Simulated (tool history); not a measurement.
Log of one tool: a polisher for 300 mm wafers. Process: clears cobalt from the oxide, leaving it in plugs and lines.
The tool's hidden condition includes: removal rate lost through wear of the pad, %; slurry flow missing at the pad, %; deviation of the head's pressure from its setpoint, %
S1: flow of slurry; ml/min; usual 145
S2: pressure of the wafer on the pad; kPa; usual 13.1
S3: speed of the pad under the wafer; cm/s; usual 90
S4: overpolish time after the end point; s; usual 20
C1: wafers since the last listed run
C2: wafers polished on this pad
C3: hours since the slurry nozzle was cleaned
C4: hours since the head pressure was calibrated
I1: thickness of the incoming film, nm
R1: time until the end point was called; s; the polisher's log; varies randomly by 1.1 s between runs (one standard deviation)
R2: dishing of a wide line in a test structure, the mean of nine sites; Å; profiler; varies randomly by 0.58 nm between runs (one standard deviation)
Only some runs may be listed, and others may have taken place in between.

run,hour,S1,S2,S3,S4,C1,C2,C3,C4,I1,R1,R2
1,0.0,145,13.1,90,20,0,616,76.0,1137.4,376.1,79.8,493
# hour 20.7: worn pad replaced by a new one
2,21.2,145,13.1,90,20,178,5,97.2,1158.6,382.5,79.2,512
3,25.4,145,13.1,70,20,43,48,101.4,1162.8,385.2,102.1,440
4,37.5,145,13.1,70,20,125,174,113.5,1174.9,379.2,103.7,444
5,45.2,145,13.1,70,20,79,253,121.2,1182.6,385.7,104.9,438
6,61.0,145,10.3,102,20,163,417,137.0,1198.4,382.0,92.2,458
7,68.3,145,10.3,102,20,75,493,144.3,1205.7,381.0,93.6,469
8,80.8,145,10.3,102,20,129,622,156.8,1218.2,374.6,92.1,454
9,87.1,145,13.1,90,20,65,688,163.1,1224.5,379.8,86.7,478
10,93.3,145,15.9,90,20,64,752,169.3,1230.7,382.0,71.7,514
# hour 102.7: worn pad replaced by a new one
11,103.6,115,13.1,90,20,65,9,179.6,1241.0,374.2,87.6,466
12,142.7,115,13.1,90,20,405,414,218.7,1280.1,388.1,92.4,461
13,155.7,145,17.9,68,20,134,549,231.7,1293.1,384.3,84.8,491
14,165.9,185,11.7,90,20,105,655,241.9,1303.3,383.5,91.9,467
# hour 167.3: slurry nozzle cleaned
# hour 169.1: head pressure recalibrated
15,177.2,145,17.2,78,20,87,743,9.9,8.1,383.0,67.9,530
# hour 187.9: worn pad replaced by a new one
16,188.4,185,17.2,72,15,74,5,21.1,19.3,375.8,65.4,474
17,198.3,145,13.1,58,20,102,107,31.0,29.2,388.0,112.3,408
18,210.9,195,13.1,108,20,130,238,43.6,41.8,378.6,57.8,572
19,221.0,145,13.1,90,20,104,343,53.7,51.9,377.1,75.7,509
20,230.1,145,11.7,62,20,94,437,62.8,61.0,376.2,120.1,384
21,238.9,145,13.1,90,20,91,528,71.6,69.8,381.5,77.2,508
22,251.7,180,13.1,90,20,132,661,84.4,82.6,377.2,77.9,505
# hour 263.2: worn pad replaced by a new one
23,280.8,145,8.3,90,20,260,182,113.5,111.7,386.3,122.9,399
24,288.4,145,13.1,90,20,78,260,121.1,119.3,385.0,78.7,505
25,303.2,145,9.0,70,20,153,414,135.9,134.1,382.7,154.5,339

Each run again, without the hidden state but with its own random variation kept:
run,R1,R2
1,68.9,529
2,70.9,539
3,91.0,470
4,91.4,478
5,91.5,474
6,78.3,499
7,78.4,515
8,75.0,507
9,69.4,533
10,56.4,569
11,72.8,512
12,73.7,518
13,68.7,543
14,75.3,517
15,60.7,556
16,63.2,483
17,107.0,421
18,54.6,584
19,69.6,530
20,108.3,411
21,68.2,539
22,67.4,539
23,110.9,426
24,70.3,532
25,134.9,372

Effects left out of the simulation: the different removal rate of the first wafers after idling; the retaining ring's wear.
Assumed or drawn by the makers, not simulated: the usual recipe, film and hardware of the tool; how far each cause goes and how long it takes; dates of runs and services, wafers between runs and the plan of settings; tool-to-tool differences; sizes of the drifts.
